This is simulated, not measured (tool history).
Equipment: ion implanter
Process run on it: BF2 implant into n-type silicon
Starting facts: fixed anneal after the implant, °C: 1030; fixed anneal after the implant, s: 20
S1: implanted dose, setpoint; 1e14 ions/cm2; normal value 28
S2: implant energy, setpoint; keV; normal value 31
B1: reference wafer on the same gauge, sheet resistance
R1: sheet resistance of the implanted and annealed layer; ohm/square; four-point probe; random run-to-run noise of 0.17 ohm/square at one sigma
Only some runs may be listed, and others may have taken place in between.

Run 1, hour 0: usual settings but S2 37 keV; B1 115. Result: R1 103.65 ohm/square.
Run 2, hour 16.9: usual settings but S2 37 keV; B1 115.02. Result: R1 103.61 ohm/square.
Run 3, hour 48.5: usual settings but S2 37 keV; B1 115.06. Result: R1 103.53 ohm/square.
Run 4, hour 78.8: usual settings but S1 23.69 1e14 ions/cm2; B1 114.97. Result: R1 113.94 ohm/square.
Run 5, hour 98.6: usual settings but S1 23.69 1e14 ions/cm2; B1 114.94. Result: R1 113.74 ohm/square.
Run 6, hour 128.6: usual settings; B1 114.98. Result: R1 112.31 ohm/square.
Run 7, hour 153: usual settings; B1 115.01. Result: R1 112.11 ohm/square.
Run 8, hour 182.9: usual settings; B1 115. Result: R1 112.51 ohm/square.
Run 9, hour 201.6: usual settings but S1 32.08 1e14 ions/cm2; B1 114.97. Result: R1 111.31 ohm/square.
Run 10, hour 232.2: usual settings but S1 32.08 1e14 ions/cm2; B1 114.98. Result: R1 111.53 ohm/square.
Run 11, hour 263.5: usual settings but S2 22.5 keV; B1 114.98. Result: R1 128.2 ohm/square.
At hour 270: gauge calibrated.
Run 12, hour 287.5: usual settings but S2 24.5 keV; B1 114.98. Result: R1 124.18 ohm/square.
Run 13, hour 307.6: usual settings but S2 24.5 keV; B1 114.99. Result: R1 124.06 ohm/square.
Run 14, hour 319.6: usual settings but S2 24.5 keV; B1 115.01. Result: R1 123.63 ohm/square.
Run 15, hour 336.9: usual settings but S1 25.05 1e14 ions/cm2, S2 39.5 keV; B1 114.99. Result: R1 101.24 ohm/square.
Run 16, hour 353.3: usual settings but S1 32.08 1e14 ions/cm2; B1 115.01. Result: R1 111.2 ohm/square.
Run 17, hour 383.3: usual settings but S1 25.86 1e14 ions/cm2, S2 26.5 keV; B1 114.98. Result: R1 120.69 ohm/square.
Run 18, hour 407.9: usual settings but S2 41.5 keV; B1 114.98. Result: R1 97.71 ohm/square.
Run 19, hour 443.6: usual settings; B1 115.02. Result: R1 112.05 ohm/square.
Run 20, hour 478.4: usual settings; B1 115.01. Result: R1 112.3 ohm/square.
Run 21, hour 514: usual settings but S1 25.26 1e14 ions/cm2; B1 114.97. Result: R1 113.01 ohm/square.
At hour 537.3: Faraday cup replaced and dose calibrated.
Run 22, hour 548.7: usual settings but S2 40.5 keV; B1 114.98. Result: R1 98.8 ohm/square.
Run 23, hour 569.5: usual settings but S2 38.5 keV; B1 114.97. Result: R1 101.38 ohm/square.
At hour 579.8: extraction supply calibrated.
Run 24, hour 604.5: usual settings but S1 34.93 1e14 ions/cm2, S2 25 keV; B1 114.98. Result: R1 121.44 ohm/square.
Run 25, hour 634.7: usual settings but S1 35.98 1e14 ions/cm2, S2 21.5 keV; B1 115. Result: R1 128.25 ohm/square.
Run 26, hour 656.1: usual settings but S1 33.86 1e14 ions/cm2, S2 34 keV; B1 115.03. Result: R1 106.05 ohm/square.
Run 27, hour 682.1: usual settings but S1 36.12 1e14 ions/cm2; B1 114.95. Result: R1 110.46 ohm/square.
Run 28, hour 714.4: usual settings but S1 33.55 1e14 ions/cm2, S2 26.5 keV; B1 115.04. Result: R1 118.6 ohm/square.
Run 29, hour 737.1: usual settings but S1 21.11 1e14 ions/cm2; B1 114.95. Result: R1 114.9 ohm/square.

Branching from run 29: 5 alternative next runs. What would each branch give?
Run A, hour 737.5: usual settings; B1 ?. Result: R1 ?.
Run B, hour 737.5: usual settings but S1 32.34 1e14 ions/cm2, S2 26.5 keV; B1 ?. Result: R1 ?.
Run C, hour 737.5: usual settings but S1 22.93 1e14 ions/cm2, S2 25.5 keV; B1 ?. Result: R1 ?.
Run D, hour 737.5: usual settings but S1 25.43 1e14 ions/cm2; B1 ?. Result: R1 ?.
Run E, hour 737.5: usual settings but S1 22.1 1e14 ions/cm2, S2 27 keV; B1 ?. Result: R1 ?.

run      B1      R1
  A  115.03  112.35
  B  115.03  119.15
  C  115.03  123.73
  D  115.03  113.06
  E  115.03  121.23
Take away the tool's hidden state, keep each run's random variation, and the runs would have read:
run      R1
  A  112.35
  B  119.15
  C  123.73
  D  113.06
  E  121.23

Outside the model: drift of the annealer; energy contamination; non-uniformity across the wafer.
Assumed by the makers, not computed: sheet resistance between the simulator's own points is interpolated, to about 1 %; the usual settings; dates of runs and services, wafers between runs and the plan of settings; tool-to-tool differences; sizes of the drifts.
